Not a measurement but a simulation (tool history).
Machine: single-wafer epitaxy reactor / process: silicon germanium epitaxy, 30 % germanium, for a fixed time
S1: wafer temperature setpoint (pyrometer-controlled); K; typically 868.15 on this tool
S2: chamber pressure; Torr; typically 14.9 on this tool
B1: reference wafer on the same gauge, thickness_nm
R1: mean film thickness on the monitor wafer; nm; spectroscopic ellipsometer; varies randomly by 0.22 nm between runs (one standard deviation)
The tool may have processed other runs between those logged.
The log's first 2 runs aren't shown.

run	hour	S1	S2	B1	R1
3	366.2	868.15	16.6	48.886	49.247
4	415.7	868.15	16.6	48.897	49.584
5	476.3	876.15	16.5	48.96	57.165
6	534.2	876.15	16.5	48.855	56.84
7	630.4	876.15	16.5	48.838	56.533
8	736.8	868.15	14.9	48.922	46.688
9	817.9	868.15	14.9	48.957	46.701
10	877.9	868.15	14.9	48.911	46.621
11	977.2	861.15	14.9	48.891	41.157
12	1021.7	861.15	14.9	48.891	40.942
13	1070.3	861.15	14.9	48.907	40.883
# hour 1086.6: showerhead replaced
14	1164	868.15	14.9	48.866	45.784
15	1271.1	853.15	13.7	48.872	33.822
16	1326.6	860.15	11.7	48.947	35.091
17	1429.4	868.15	14.9	48.855	46.126
18	1470.3	875.15	18.4	48.923	57.85
19	1545.5	854.15	16	48.881	37.039
20	1617.8	868.15	14.9	48.939	45.893
21	1666	877.15	11.5	48.932	46.616
22	1746.7	877.15	11.4	48.887	46.715
# hour 1796.3: capacitance manometer re-zeroed and calibrated
23	1804.1	874.15	14.9	48.868	50.849
24	1908.3	861.15	13.9	48.855	39.048
25	1982.9	857.15	12.8	48.876	34.65
# hour 2011.6: pyrometer calibrated
# hour 2041.4: gauge calibrated
26	2073.1	868.15	14.9	48.89	47.146
27	2157.2	868.15	14.9	48.895	47.261

Predict the results of run 28:
28	2229.2	859.15	18.5	?	?

{"run 28": {"B1": 48.888, "R1": 44.582}}
On a tool with no hidden condition, and with the same random variation, this run would have come out at R1 44.425 nm.

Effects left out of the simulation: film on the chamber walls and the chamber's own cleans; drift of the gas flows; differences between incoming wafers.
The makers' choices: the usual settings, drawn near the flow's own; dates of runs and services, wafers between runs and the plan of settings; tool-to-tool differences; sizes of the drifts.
